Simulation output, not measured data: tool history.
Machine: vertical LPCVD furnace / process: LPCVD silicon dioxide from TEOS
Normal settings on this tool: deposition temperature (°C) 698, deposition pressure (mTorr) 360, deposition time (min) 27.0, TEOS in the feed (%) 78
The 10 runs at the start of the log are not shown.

run    hour  deposition temperature (°C)  deposition pressure (mTorr)  deposition time (min)  TEOS in the feed (%)  wafers since the last listed run  hours since the last temperature calibration  hours since the pressure gauge was zeroed  hours since the TEOS flow controller was replaced  hours since the gauge calibration  read-back reference wafer on the same gauge, thickness  film thickness on the monitor wafer in the middle of the boat (Å)
 11  1071.2                          702                          360                   32.0                    89                               931                                         942.2                                      803.6                                              785.8                             1320.6                                                  262.96                                                             3113.6
 12  1141.9                          698                          360                   27.0                    78                              1530                                        1012.9                                      874.3                                              856.5                             1391.3                                                  262.97                                                             2239.4
 13  1233.4                          698                          360                   27.0                    90                              1981                                        1104.4                                      965.8                                              948.0                             1482.8                                                  262.95                                                             2398.4
 14  1289.3                          698                          425                   27.0                    78                              1210                                        1160.3                                     1021.7                                             1003.9                             1538.7                                                  263.05                                                             2426.4
 15  1348.6                          710                          360                   24.0                    78                              1283                                        1219.6                                     1081.0                                             1063.2                             1598.0                                                  263.00                                                             2632.1
 16  1442.1                          698                          360                   35.5                    78                              2024                                        1313.1                                     1174.5                                             1156.7                             1691.5                                                  263.00                                                             2941.3
 17  1502.1                          689                          305                   17.5                    78                              1299                                        1373.1                                     1234.5                                             1216.7                             1751.5                                                  263.12                                                             1083.8
 18  1540.5                          698                          360                   17.5                    78                               831                                        1411.5                                     1272.9                                             1255.1                             1789.9                                                  263.02                                                             1449.7
 19  1605.3                          694                          360                   27.0                    78                              1403                                        1476.3                                     1337.7                                             1319.9                             1854.7                                                  262.97                                                             2046.0
 20  1672.9                          698                          360                   27.0                    78                              1463                                        1543.9                                     1405.3                                             1387.5                             1922.3                                                  262.97                                                             2240.1
     1748.7  -- gauge calibrated
 21  1779.2                          698                          360                   27.0                    78                              2301                                        1650.2                                     1511.6                                             1493.8                               30.5                                                  263.03                                                             2229.6
 22  1872.7                          708                          360                   27.0                    67                              2024                                        1743.7                                     1605.1                                             1587.3                              124.0                                                  263.04                                                             2610.4
 23  1978.4                          688                          430                   36.0                    70                              2288                                        1849.4                                     1710.8                                             1693.0                              229.7                                                  263.05                                                             2447.8
 24  2070.2                          705                          360                   27.0                    71                              1987                                        1941.2                                     1802.6                                             1784.8                              321.5                                                  263.03                                                             2516.2
 25  2136.5                          693                          425                   38.0                    86                              1435                                        2007.5                                     1868.9                                             1851.1                              387.8                                                  262.99                                                             3198.7
 26  2212.4                          698                          300                   27.0                    78                              1643                                        2083.4                                     1944.8                                             1927.0                              463.7                                                  263.02                                                             2048.5
     2243.9  -- pressure gauge zeroed
 27  2253.0                          702                          425                   17.0                    78                               359                                        2124.0                                        9.1                                             1967.6                              504.3                                                  263.06                                                             1678.8
 28  2313.5                          706                          360                   17.0                    67                              1309                                        2184.5                                       69.6                                             2028.1                              564.8                                                  263.00                                                             1569.0
 29  2363.7                          709                          360                   27.0                    78                              1086                                        2234.7                                      119.8                                             2078.3                              615.0                                                  262.95                                                             2883.0
 30  2434.6                          698                          360                   20.0                    78                              1535                                        2305.6                                      190.7                                             2149.2                              685.9                                                  263.09                                                             1657.1
 31  2492.4                          698                          275                   23.0                    78                              1251                                        2363.4                                      248.5                                             2207.0                              743.7                                                  263.11                                                             1669.0
 32  2574.1                          698                          360                   27.0                    78                              1768                                        2445.1                                      330.2                                             2288.7                              825.4                                                  262.85                                                             2249.9

What if the next run were any one of these 3? Each begins from the tool's condition after run 32:
  A  2578.1                          698                          360                   27.0                    78                                86                                        2449.1                                      334.2                                             2292.7                              829.4                                                       ?                                                                  ?
  B  2578.1                          692                          290                   36.5                    73                                86                                        2449.1                                      334.2                                             2292.7                              829.4                                                       ?                                                                  ?
  C  2578.1                          698                          360                   27.0                    67                                86                                        2449.1                                      334.2                                             2292.7                              829.4                                                       ?                                                                  ?

run  read-back reference wafer on the same gauge, thickness  film thickness on the monitor wafer in the middle of the boat (Å)
  A                                                  263.01                                                             2241.5
  B                                                  263.01                                                             2285.1
  C                                                  263.01                                                             2077.5
Had the tool no hidden state, the same runs would have come out as:
run  film thickness on the monitor wafer in the middle of the boat (Å)
  A                                                             2241.5
  B                                                             2285.1
  C                                                             2077.5

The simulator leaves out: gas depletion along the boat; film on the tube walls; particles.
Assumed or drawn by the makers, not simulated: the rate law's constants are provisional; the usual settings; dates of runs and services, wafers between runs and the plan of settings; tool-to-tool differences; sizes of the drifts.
